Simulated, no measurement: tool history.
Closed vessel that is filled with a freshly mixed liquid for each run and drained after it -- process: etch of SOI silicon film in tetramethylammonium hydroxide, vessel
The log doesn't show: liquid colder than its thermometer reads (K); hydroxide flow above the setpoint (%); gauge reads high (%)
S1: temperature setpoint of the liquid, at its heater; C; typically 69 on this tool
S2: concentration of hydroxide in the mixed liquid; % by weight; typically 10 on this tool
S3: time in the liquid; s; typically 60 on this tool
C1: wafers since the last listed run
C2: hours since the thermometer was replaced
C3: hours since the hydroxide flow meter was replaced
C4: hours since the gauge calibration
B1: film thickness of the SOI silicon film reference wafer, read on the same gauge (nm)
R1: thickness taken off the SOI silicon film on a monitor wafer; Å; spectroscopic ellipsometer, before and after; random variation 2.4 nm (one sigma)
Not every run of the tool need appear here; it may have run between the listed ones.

run	hour	S1	S2	S3	C1	C2	C3	C4	B1	R1
1	0	69	10	45	0	174.5	765.4	1652.3	90.02	2831.5
2	42.2	63.5	10.5	60	4095	216.7	807.6	1694.5	90.02	2662.9
3	99.8	63.5	10.5	60	5590	274.3	865.2	1752.1	89.99	2677.9
4	158	63.5	10.5	60	5648	332.5	923.4	1810.3	89.99	2659.4
5	185	69	10	60	2620	359.5	950.4	1837.3	90.02	3746.1
# hour 189.5: hydroxide flow meter replaced
6	238.7	69	10	60	5114	413.2	49.2	1891	90.02	3955.9
7	278.9	69	10	60	3901	453.4	89.4	1931.2	89.98	3926.4
# hour 346.6: gauge calibrated
8	419.1	69	10	40	13607	593.6	229.6	72.5	89.98	2562.2
9	457.9	69	10	40	3765	632.4	268.4	111.3	89.99	2612.7
10	487.3	63.5	9.5	60	2853	661.8	297.8	140.7	89.99	2844.4
11	548.1	63.5	9.5	60	5900	722.6	358.6	201.5	90.02	2845.4
12	576.2	69	10	85	2727	750.7	386.7	229.6	89.99	5455.3
13	620.4	72.5	7	50	4289	794.9	430.9	273.8	90	4484.7
14	689.3	74	10	35	6687	863.8	499.8	342.7	90.02	2993.8
15	747.1	69	10	60	5609	921.6	557.6	400.5	89.99	3807.2
16	782.6	69	10	60	3445	957.1	593.1	436	90.01	3846.7
17	842.8	69	7.5	60	5842	1017.3	653.3	496.2	90.01	4248
18	887	69	12	95	4289	1061.5	697.5	540.4	90	5672.4
19	1080.2	62.5	10	40	18751	1254.7	890.7	733.6	90	1701
# hour 1107.5: hydroxide flow meter replaced
20	1147.3	63	10	40	6415	1321.8	39.8	800.7	90.01	1805.5
# hour 1179.9: thermometer replaced
21	1202.3	69	12.5	70	5240	22.4	94.8	855.7	90.02	4242.8
22	1254.5	69	10	60	5066	74.6	147	907.9	90.04	3942
23	1322.9	69	10	60	6638	143	215.4	976.3	90	3915
24	1380.7	69	10	80	5609	200.8	273.2	1034.1	89.97	5120.7
25	1416.1	71.5	8.5	50	3435	236.2	308.6	1069.5	89.97	3972
26	1462.9	76	10	60	4542	283	355.4	1116.3	89.96	5771.4
27	1502.2	69	10	60	3814	322.3	394.7	1155.6	90.02	3857.3
28	1555.5	69	10	60	5173	375.6	448	1208.9	89.98	3836.2
29	1623	71	10	60	6551	443.1	515.5	1276.4	89.99	4304.9
30	1674.4	69	10	60	4988	494.5	566.9	1327.8	90.01	3813.5
31	1704.4	69	8.5	60	2911	524.5	596.9	1357.8	89.99	4076
32	1730.6	64.5	10	75	2542	550.7	623.1	1384	89.99	3650.8
33	1791.5	65	9	95	5910	611.6	684	1444.9	90	4931

What was the tool's hidden state at every run in the log?
liquid colder than its thermometer reads (K): 0 in every run
gauge reads high (%): 0 in every run
H1: hydroxide flow above the setpoint (%)
run	H1
1	12.6
2	13.2
3	14.1
4	14.9
5	15.3
6	0.965
7	1.54
8	3.56
9	4.12
10	4.54
11	5.42
12	5.82
13	6.46
14	7.45
15	8.28
16	8.79
17	9.66
18	10.3
19	13.1
20	2.67
21	3.46
22	4.21
23	5.2
24	6.03
25	6.54
26	7.21
27	7.78
28	8.54
29	9.52
30	10.3
31	10.7
32	11.1
33	11.9
